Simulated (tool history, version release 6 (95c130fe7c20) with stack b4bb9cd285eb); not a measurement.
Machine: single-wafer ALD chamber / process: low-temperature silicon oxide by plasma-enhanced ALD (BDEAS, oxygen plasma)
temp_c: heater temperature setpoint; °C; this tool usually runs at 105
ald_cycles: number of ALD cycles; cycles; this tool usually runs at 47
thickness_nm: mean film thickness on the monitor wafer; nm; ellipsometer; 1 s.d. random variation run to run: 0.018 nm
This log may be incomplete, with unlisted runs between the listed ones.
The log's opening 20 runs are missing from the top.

run,day,temp_c,ald_cycles,wafers since the last listed run,hours since the last thermocouple change,hours since the gauge calibration,"read-back reference wafer on the same gauge, thickness_nm",thickness_nm
21,11.521,105,40,132,1742.7,310.5,8.706,6.232
22,12.175,114,47,116,1758.4,326.2,8.709,7.173
# day 12.542: thermocouple changed; heater temperature recalibrated
23,12.733,93,41,40,4.6,339.6,8.715,6.571
24,13.146,105,47,73,14.5,349.5,8.710,7.329
25,13.783,118,47,113,29.8,364.8,8.716,7.146
26,14.092,105,47,55,37.2,372.2,8.706,7.320
27,14.829,105,47,131,54.9,389.9,8.710,7.307
28,15.562,105,47,130,72.5,407.5,8.714,7.303
29,16.042,98,52,85,84.0,419.0,8.714,8.239
# day 16.233: gauge calibrated
30,16.654,105,50,109,98.7,10.1,8.712,7.791
31,17.404,92,51,133,116.7,28.1,8.709,8.254
32,17.929,99,43,93,129.3,40.7,8.716,6.797

What will run 33 give?
33,18.667,105,53,131,147.0,58.4,?,?

read-back reference wafer on the same gauge, thickness_nm: 8.709
thickness_nm: 8.252 nm
Minus the tool's unlogged condition, the same run would have read thickness_nm 8.252 nm.

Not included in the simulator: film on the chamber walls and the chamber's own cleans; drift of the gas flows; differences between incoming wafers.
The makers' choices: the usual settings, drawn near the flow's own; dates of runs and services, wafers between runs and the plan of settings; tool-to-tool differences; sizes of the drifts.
